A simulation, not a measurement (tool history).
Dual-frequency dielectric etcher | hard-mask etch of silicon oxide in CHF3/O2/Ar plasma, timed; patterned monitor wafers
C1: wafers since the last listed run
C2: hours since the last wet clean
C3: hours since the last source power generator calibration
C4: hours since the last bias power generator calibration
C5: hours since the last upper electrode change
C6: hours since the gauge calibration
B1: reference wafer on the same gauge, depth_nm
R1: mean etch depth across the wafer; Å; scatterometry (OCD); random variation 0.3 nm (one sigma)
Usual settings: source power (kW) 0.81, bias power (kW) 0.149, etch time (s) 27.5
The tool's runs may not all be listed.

{"run": 1, "hour": 0.0, "source power (kW)": 0.81, "bias power (kW)": 0.149, "etch time (s)": 24.5, "C1": 0, "C2": 54.5, "C3": 1614.9, "C4": 1243.6, "C5": 5694.8, "C6": 295.6, "B1": 55.7, "R1": 512}
{"run": 2, "hour": 43.6, "source power (kW)": 0.81, "bias power (kW)": 0.149, "etch time (s)": 24.5, "C1": 354, "C2": 98.1, "C3": 1658.5, "C4": 1287.2, "C5": 5738.4, "C6": 339.2, "B1": 55.7, "R1": 509}
{"run": 3, "hour": 99.4, "source power (kW)": 0.81, "bias power (kW)": 0.149, "etch time (s)": 27.5, "C1": 453, "C2": 153.9, "C3": 1714.3, "C4": 1343, "C5": 5794.2, "C6": 395, "B1": 55.7, "R1": 571}
{"run": 4, "hour": 127.3, "source power (kW)": 0.81, "bias power (kW)": 0.149, "etch time (s)": 27.5, "C1": 226, "C2": 181.8, "C3": 1742.2, "C4": 1370.9, "C5": 5822.1, "C6": 422.9, "B1": 55.7, "R1": 574}
{"run": 5, "hour": 155.9, "source power (kW)": 0.81, "bias power (kW)": 0.149, "etch time (s)": 27.5, "C1": 232, "C2": 210.4, "C3": 1770.8, "C4": 1399.5, "C5": 5850.7, "C6": 451.5, "B1": 55.7, "R1": 576}
{"run": 6, "hour": 207.4, "source power (kW)": 0.81, "bias power (kW)": 0.149, "etch time (s)": 27.5, "C1": 418, "C2": 261.9, "C3": 1822.3, "C4": 1451, "C5": 5902.2, "C6": 503, "B1": 55.7, "R1": 576}
{"run": 7, "hour": 239.0, "source power (kW)": 0.81, "bias power (kW)": 0.149, "etch time (s)": 27.5, "C1": 256, "C2": 293.5, "C3": 1853.9, "C4": 1482.6, "C5": 5933.8, "C6": 534.6, "B1": 55.8, "R1": 569}
{"run": 8, "hour": 292.2, "source power (kW)": 0.91, "bias power (kW)": 0.149, "etch time (s)": 33.5, "C1": 432, "C2": 346.7, "C3": 1907.1, "C4": 1535.8, "C5": 5987, "C6": 587.8, "B1": 55.7, "R1": 721}
{"run": 9, "hour": 358.8, "source power (kW)": 0.91, "bias power (kW)": 0.149, "etch time (s)": 33.5, "C1": 541, "C2": 413.3, "C3": 1973.7, "C4": 1602.4, "C5": 6053.6, "C6": 654.4, "B1": 55.8, "R1": 724}
{"run": 10, "hour": 382.9, "source power (kW)": 0.91, "bias power (kW)": 0.149, "etch time (s)": 33.5, "C1": 195, "C2": 437.4, "C3": 1997.8, "C4": 1626.5, "C5": 6077.7, "C6": 678.5, "B1": 55.7, "R1": 720}
{"run": 11, "hour": 438.1, "source power (kW)": 0.88, "bias power (kW)": 0.149, "etch time (s)": 27.5, "C1": 448, "C2": 492.6, "C3": 2053, "C4": 1681.7, "C5": 6132.9, "C6": 733.7, "B1": 55.7, "R1": 586}
{"hour": 484.6, "done": "source power generator calibrated"}
{"run": 12, "hour": 495.8, "source power (kW)": 0.88, "bias power (kW)": 0.149, "etch time (s)": 27.5, "C1": 436, "C2": 550.3, "C3": 11.2, "C4": 1739.4, "C5": 6190.6, "C6": 791.4, "B1": 55.8, "R1": 587}
{"hour": 519.5, "done": "bias power generator calibrated"}
{"run": 13, "hour": 530.7, "source power (kW)": 0.88, "bias power (kW)": 0.149, "etch time (s)": 27.5, "C1": 251, "C2": 585.2, "C3": 46.1, "C4": 11.2, "C5": 6225.5, "C6": 826.3, "B1": 55.7, "R1": 589}
{"hour": 556.9, "done": "gauge calibrated"}
{"hour": 568.2, "done": "wet clean of the chamber"}
{"hour": 579.5, "done": "upper electrode replaced"}
{"run": 14, "hour": 580.0, "source power (kW)": 0.81, "bias power (kW)": 0.135, "etch time (s)": 27.5, "C1": 113, "C2": 11.8, "C3": 95.4, "C4": 60.5, "C5": 0.5, "C6": 23.1, "B1": 55.7, "R1": 559}
{"run": 15, "hour": 607.9, "source power (kW)": 0.9, "bias power (kW)": 0.16, "etch time (s)": 30, "C1": 226, "C2": 39.7, "C3": 123.3, "C4": 88.4, "C5": 28.4, "C6": 51, "B1": 55.7, "R1": 663}
{"run": 16, "hour": 673.0, "source power (kW)": 0.81, "bias power (kW)": 0.122, "etch time (s)": 27.5, "C1": 529, "C2": 104.8, "C3": 188.4, "C4": 153.5, "C5": 93.5, "C6": 116.1, "B1": 55.7, "R1": 544}
{"run": 17, "hour": 797.9, "source power (kW)": 0.81, "bias power (kW)": 0.185, "etch time (s)": 30.5, "C1": 1015, "C2": 229.7, "C3": 313.3, "C4": 278.4, "C5": 218.4, "C6": 241, "B1": 55.7, "R1": 675}
{"run": 18, "hour": 857.3, "source power (kW)": 0.98, "bias power (kW)": 0.149, "etch time (s)": 30, "C1": 482, "C2": 289.1, "C3": 372.7, "C4": 337.8, "C5": 277.8, "C6": 300.4, "B1": 55.7, "R1": 662}
{"run": 19, "hour": 914.3, "source power (kW)": 0.81, "bias power (kW)": 0.137, "etch time (s)": 23.5, "C1": 463, "C2": 346.1, "C3": 429.7, "C4": 394.8, "C5": 334.8, "C6": 357.4, "B1": 55.7, "R1": 478}
{"run": 20, "hour": 954.9, "source power (kW)": 0.81, "bias power (kW)": 0.149, "etch time (s)": 27.5, "C1": 330, "C2": 386.7, "C3": 470.3, "C4": 435.4, "C5": 375.4, "C6": 398, "B1": 55.7, "R1": 574}
{"run": 21, "hour": 979.0, "source power (kW)": 0.81, "bias power (kW)": 0.149, "etch time (s)": 27.5, "C1": 195, "C2": 410.8, "C3": 494.4, "C4": 459.5, "C5": 399.5, "C6": 422.1, "B1": 55.7, "R1": 579}
{"run": 22, "hour": 1022.3, "source power (kW)": 0.98, "bias power (kW)": 0.114, "etch time (s)": 23.5, "C1": 352, "C2": 454.1, "C3": 537.7, "C4": 502.8, "C5": 442.8, "C6": 465.4, "B1": 55.7, "R1": 480}
{"hour": 1063.8, "done": "wet clean of the chamber"}
{"run": 23, "hour": 1064.3, "source power (kW)": 0.81, "bias power (kW)": 0.149, "etch time (s)": 27.5, "C1": 146, "C2": 0.5, "C3": 579.7, "C4": 544.8, "C5": 484.8, "C6": 507.4, "B1": 55.7, "R1": 570}
{"run": 24, "hour": 1076.1, "source power (kW)": 1, "bias power (kW)": 0.149, "etch time (s)": 23, "C1": 95, "C2": 12.3, "C3": 591.5, "C4": 556.6, "C5": 496.6, "C6": 519.2, "B1": 55.7, "R1": 510}
{"run": 25, "hour": 1122.4, "source power (kW)": 0.73, "bias power (kW)": 0.173, "etch time (s)": 27.5, "C1": 376, "C2": 58.6, "C3": 637.8, "C4": 602.9, "C5": 542.9, "C6": 565.5, "B1": 55.7, "R1": 582}
{"run": 26, "hour": 1151.6, "source power (kW)": 0.69, "bias power (kW)": 0.165, "etch time (s)": 20.5, "C1": 237, "C2": 87.8, "C3": 667, "C4": 632.1, "C5": 572.1, "C6": 594.7, "B1": 55.7, "R1": 426}
{"run": 27, "hour": 1187.8, "source power (kW)": 0.64, "bias power (kW)": 0.128, "etch time (s)": 20.5, "C1": 294, "C2": 124, "C3": 703.2, "C4": 668.3, "C5": 608.3, "C6": 630.9, "B1": 55.7, "R1": 385}
{"run": 28, "hour": 1247.0, "source power (kW)": 0.91, "bias power (kW)": 0.149, "etch time (s)": 33.5, "C1": 481, "C2": 183.2, "C3": 762.4, "C4": 727.5, "C5": 667.5, "C6": 690.1, "B1": 55.7, "R1": 719}
{"run": 29, "hour": 1303.5, "source power (kW)": 0.81, "bias power (kW)": 0.149, "etch time (s)": 24.5, "C1": 459, "C2": 239.7, "C3": 818.9, "C4": 784, "C5": 724, "C6": 746.6, "B1": 55.7, "R1": 514}

Forecast each of these 5 alternatives for the next run:
{"run": "A", "hour": 1303.9, "source power (kW)": 0.81, "bias power (kW)": 0.149, "etch time (s)": 25, "C1": 3, "C2": 240.1, "C3": 819.3, "C4": 784.4, "C5": 724.4, "C6": 747, "B1": "?", "R1": "?"}
{"run": "B", "hour": 1303.9, "source power (kW)": 0.81, "bias power (kW)": 0.123, "etch time (s)": 27.5, "C1": 3, "C2": 240.1, "C3": 819.3, "C4": 784.4, "C5": 724.4, "C6": 747, "B1": "?", "R1": "?"}
{"run": "C", "hour": 1303.9, "source power (kW)": 0.69, "bias power (kW)": 0.138, "etch time (s)": 32, "C1": 3, "C2": 240.1, "C3": 819.3, "C4": 784.4, "C5": 724.4, "C6": 747, "B1": "?", "R1": "?"}
{"run": "D", "hour": 1303.9, "source power (kW)": 0.86, "bias power (kW)": 0.116, "etch time (s)": 34, "C1": 3, "C2": 240.1, "C3": 819.3, "C4": 784.4, "C5": 724.4, "C6": 747, "B1": "?", "R1": "?"}
{"run": "E", "hour": 1303.9, "source power (kW)": 0.9, "bias power (kW)": 0.135, "etch time (s)": 27.5, "C1": 3, "C2": 240.1, "C3": 819.3, "C4": 784.4, "C5": 724.4, "C6": 747, "B1": "?", "R1": "?"}

run=A B1=55.7 R1=524
run=B B1=55.7 R1=544
run=C B1=55.7 R1=629
run=D B1=55.7 R1=672
run=E B1=55.7 R1=575
Without the tool's hidden state the same runs would have given:
run=A R1=524
run=B R1=544
run=C R1=629
run=D R1=672
run=E R1=575

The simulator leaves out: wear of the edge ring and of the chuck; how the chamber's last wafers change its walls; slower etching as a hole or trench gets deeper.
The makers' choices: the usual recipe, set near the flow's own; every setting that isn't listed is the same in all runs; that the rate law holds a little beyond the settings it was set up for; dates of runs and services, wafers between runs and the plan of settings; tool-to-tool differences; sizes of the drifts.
